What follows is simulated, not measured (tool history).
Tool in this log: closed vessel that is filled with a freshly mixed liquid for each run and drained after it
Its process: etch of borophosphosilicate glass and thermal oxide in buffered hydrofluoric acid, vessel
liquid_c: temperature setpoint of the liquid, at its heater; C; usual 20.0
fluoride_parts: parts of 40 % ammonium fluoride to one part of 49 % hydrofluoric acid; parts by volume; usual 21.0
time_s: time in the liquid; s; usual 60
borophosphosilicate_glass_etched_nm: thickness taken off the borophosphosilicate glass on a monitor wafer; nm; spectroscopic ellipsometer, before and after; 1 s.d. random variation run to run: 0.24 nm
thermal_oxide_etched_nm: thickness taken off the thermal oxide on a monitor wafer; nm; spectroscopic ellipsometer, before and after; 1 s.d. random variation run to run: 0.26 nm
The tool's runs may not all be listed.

run	hour	liquid_c	fluoride_parts	time_s	read-back film thickness of the borophosphosilicate glass reference wafer, read on the same gauge (nm)	read-back film thickness of the thermal oxide reference wafer, read on the same gauge (nm)	borophosphosilicate_glass_etched_nm	thermal_oxide_etched_nm
1	0.0	20.0	16.5	80	49.99	140.01	73.20	40.49
2	83.7	20.0	15.5	60	50.00	140.02	57.92	31.86
3	180.6	20.0	15.5	60	49.97	139.97	57.12	31.97
4	230.7	20.0	15.5	60	50.02	139.98	56.92	32.28
5	284.7	18.0	21.0	60	49.99	139.99	38.74	21.60
6	490.6	21.5	21.0	60	50.02	140.01	46.74	25.77
7	563.3	21.5	21.0	60	50.03	140.02	46.31	26.17
8	626.0	21.5	21.0	60	49.95	140.00	45.82	25.99
# hour 672.3: thermometer replaced
9	696.9	24.0	26.5	60	50.02	139.99	48.17	26.44
10	756.3	24.0	26.5	60	49.97	140.02	47.47	26.41
11	799.1	24.0	26.5	60	49.96	139.96	47.66	26.42
12	857.9	20.0	21.0	60	50.00	140.02	44.67	24.23
13	904.6	18.5	14.5	60	49.98	140.05	57.82	31.69
14	986.0	17.0	13.5	45	49.99	140.01	42.43	23.06
15	1024.8	17.0	26.5	60	49.99	140.01	31.56	17.42
# hour 1055.6: hydrofluoric acid flow meter replaced
16	1106.5	18.5	15.0	60	49.99	140.01	57.94	31.96
17	1148.2	23.5	25.0	60	50.02	140.00	48.55	27.59
18	1195.9	20.0	21.0	60	50.03	139.99	46.18	25.28
19	1252.8	17.0	21.0	40	50.00	139.99	25.61	14.07
# hour 1288.1: gauge calibrated
20	1325.6	17.0	26.5	75	50.01	140.02	40.87	22.64
21	1417.9	17.0	26.5	75	50.00	140.03	40.47	22.46
22	1486.9	20.0	21.0	60	49.98	139.94	45.03	24.67
23	1577.9	20.0	15.5	60	50.02	139.98	59.10	32.65
24	1635.4	20.0	21.0	70	50.01	140.03	52.33	28.68
25	1739.3	17.0	24.5	70	49.98	139.94	39.10	21.78
26	1828.7	18.5	26.5	50	49.99	140.00	28.64	16.06

3 ways to go on from here, each from the tool as it stands after run 26. What would each give?
A	1829.4	20.0	21.0	60	?	?	?	?
B	1829.4	22.0	16.5	70	?	?	?	?
C	1829.4	17.0	23.5	30	?	?	?	?

run	read-back film thickness of the borophosphosilicate glass reference wafer, read on the same gauge (nm)	read-back film thickness of the thermal oxide reference wafer, read on the same gauge (nm)	borophosphosilicate_glass_etched_nm	thermal_oxide_etched_nm
A	50.01	139.98	44.00	24.66
B	50.01	139.98	71.40	40.03
C	50.01	139.98	17.18	9.61
What these runs would have given with no unlogged condition in the tool:
run	borophosphosilicate_glass_etched_nm	thermal_oxide_etched_nm
A	46.71	26.19
B	76.15	42.71
C	18.25	10.22
